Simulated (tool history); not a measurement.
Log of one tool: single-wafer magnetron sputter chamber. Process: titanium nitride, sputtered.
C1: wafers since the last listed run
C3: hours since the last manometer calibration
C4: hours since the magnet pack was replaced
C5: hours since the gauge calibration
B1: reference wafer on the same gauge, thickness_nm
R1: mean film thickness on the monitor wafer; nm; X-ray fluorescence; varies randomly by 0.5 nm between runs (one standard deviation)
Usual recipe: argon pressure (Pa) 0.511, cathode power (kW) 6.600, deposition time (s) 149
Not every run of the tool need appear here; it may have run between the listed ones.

{"run": 1, "day": 0.0, "argon pressure (Pa)": 0.511, "cathode power (kW)": 6.6, "deposition time (s)": 149, "C1": 0, "wafers on the sputter target": 3786, "C3": 2000.7, "C4": 6754.2, "C5": 49.5, "B1": 157.031, "R1": 171.505}
{"run": 2, "day": 2.467, "argon pressure (Pa)": 0.511, "cathode power (kW)": 5.65, "deposition time (s)": 149, "C1": 679, "wafers on the sputter target": 4465, "C3": 2059.9, "C4": 6813.4, "C5": 108.7, "B1": 156.97, "R1": 153.309}
{"run": 3, "day": 3.483, "argon pressure (Pa)": 0.511, "cathode power (kW)": 6.6, "deposition time (s)": 149, "C1": 279, "wafers on the sputter target": 4745, "C3": 2084.3, "C4": 6837.8, "C5": 133.1, "B1": 156.934, "R1": 171.947}
{"day": 6.479, "done": "sputter target and shields replaced"}
{"run": 4, "day": 6.5, "argon pressure (Pa)": 0.511, "cathode power (kW)": 6.6, "deposition time (s)": 149, "C1": 738, "wafers on the sputter target": 5, "C3": 2156.7, "C4": 6910.2, "C5": 205.5, "B1": 156.905, "R1": 171.75}
{"run": 5, "day": 8.288, "argon pressure (Pa)": 0.511, "cathode power (kW)": 6.6, "deposition time (s)": 149, "C1": 492, "wafers on the sputter target": 497, "C3": 2199.6, "C4": 6953.1, "C5": 248.4, "B1": 157.108, "R1": 171.72}
{"run": 6, "day": 11.238, "argon pressure (Pa)": 0.511, "cathode power (kW)": 6.6, "deposition time (s)": 156, "C1": 812, "wafers on the sputter target": 1310, "C3": 2270.4, "C4": 7023.9, "C5": 319.2, "B1": 157.066, "R1": 179.628}
{"run": 7, "day": 13.604, "argon pressure (Pa)": 0.356, "cathode power (kW)": 6.6, "deposition time (s)": 149, "C1": 651, "wafers on the sputter target": 1961, "C3": 2327.2, "C4": 7080.7, "C5": 376.0, "B1": 157.066, "R1": 182.001}
{"run": 8, "day": 16.525, "argon pressure (Pa)": 0.356, "cathode power (kW)": 6.6, "deposition time (s)": 149, "C1": 804, "wafers on the sputter target": 2766, "C3": 2397.3, "C4": 7150.8, "C5": 446.1, "B1": 156.977, "R1": 181.893}
{"run": 9, "day": 18.425, "argon pressure (Pa)": 0.511, "cathode power (kW)": 6.6, "deposition time (s)": 149, "C1": 523, "wafers on the sputter target": 3289, "C3": 2442.9, "C4": 7196.4, "C5": 491.7, "B1": 157.07, "R1": 172.092}
{"day": 20.675, "done": "gauge calibrated"}
{"day": 20.938, "done": "capacitance manometer re-zeroed and calibrated"}
{"run": 10, "day": 21.383, "argon pressure (Pa)": 0.511, "cathode power (kW)": 6.6, "deposition time (s)": 149, "C1": 722, "wafers on the sputter target": 4012, "C3": 10.7, "C4": 7267.4, "C5": 17.0, "B1": 156.991, "R1": 171.733}
{"run": 11, "day": 23.717, "argon pressure (Pa)": 0.511, "cathode power (kW)": 6.6, "deposition time (s)": 140, "C1": 642, "wafers on the sputter target": 4654, "C3": 66.7, "C4": 7323.4, "C5": 73.0, "B1": 157.116, "R1": 161.244}
{"day": 25.938, "done": "sputter target and shields replaced"}
{"run": 12, "day": 26.004, "argon pressure (Pa)": 0.409, "cathode power (kW)": 7.25, "deposition time (s)": 168, "C1": 538, "wafers on the sputter target": 18, "C3": 121.6, "C4": 7378.3, "C5": 127.9, "B1": 156.902, "R1": 215.288}
{"day": 26.621, "done": "magnet pack replaced"}
{"run": 13, "day": 27.875, "argon pressure (Pa)": 0.382, "cathode power (kW)": 7.8, "deposition time (s)": 122, "C1": 423, "wafers on the sputter target": 441, "C3": 166.5, "C4": 30.1, "C5": 172.8, "B1": 157.044, "R1": 166.587}
{"run": 14, "day": 30.688, "argon pressure (Pa)": 0.511, "cathode power (kW)": 6.6, "deposition time (s)": 149, "C1": 774, "wafers on the sputter target": 1216, "C3": 234.0, "C4": 97.6, "C5": 240.3, "B1": 157.001, "R1": 171.328}
{"run": 15, "day": 32.558, "argon pressure (Pa)": 0.391, "cathode power (kW)": 6.6, "deposition time (s)": 177, "C1": 515, "wafers on the sputter target": 1731, "C3": 278.9, "C4": 142.5, "C5": 285.2, "B1": 157.072, "R1": 211.676}
{"run": 16, "day": 35.267, "argon pressure (Pa)": 0.627, "cathode power (kW)": 6.6, "deposition time (s)": 127, "C1": 745, "wafers on the sputter target": 2477, "C3": 343.9, "C4": 207.5, "C5": 350.2, "B1": 156.875, "R1": 140.771}

Below are 3 alternative next runs, each starting from the tool's condition after run 16. Predict each:
{"run": "A", "day": 35.283, "argon pressure (Pa)": 0.511, "cathode power (kW)": 8.1, "deposition time (s)": 149, "C1": 4, "wafers on the sputter target": 2481, "C3": 344.3, "C4": 207.9, "C5": 350.6, "B1": "?", "R1": "?"}
{"run": "B", "day": 35.283, "argon pressure (Pa)": 0.511, "cathode power (kW)": 5.75, "deposition time (s)": 149, "C1": 4, "wafers on the sputter target": 2481, "C3": 344.3, "C4": 207.9, "C5": 350.6, "B1": "?", "R1": "?"}
{"run": "C", "day": 35.283, "argon pressure (Pa)": 0.511, "cathode power (kW)": 5.1, "deposition time (s)": 149, "C1": 4, "wafers on the sputter target": 2481, "C3": 344.3, "C4": 207.9, "C5": 350.6, "B1": "?", "R1": "?"}

run=A B1=157.082 R1=200.252
run=B B1=157.082 R1=155.341
run=C B1=157.082 R1=142.919
Had the tool no hidden state, the same runs would have come out as:
run=A R1=200.252
run=B R1=155.341
run=C R1=142.919

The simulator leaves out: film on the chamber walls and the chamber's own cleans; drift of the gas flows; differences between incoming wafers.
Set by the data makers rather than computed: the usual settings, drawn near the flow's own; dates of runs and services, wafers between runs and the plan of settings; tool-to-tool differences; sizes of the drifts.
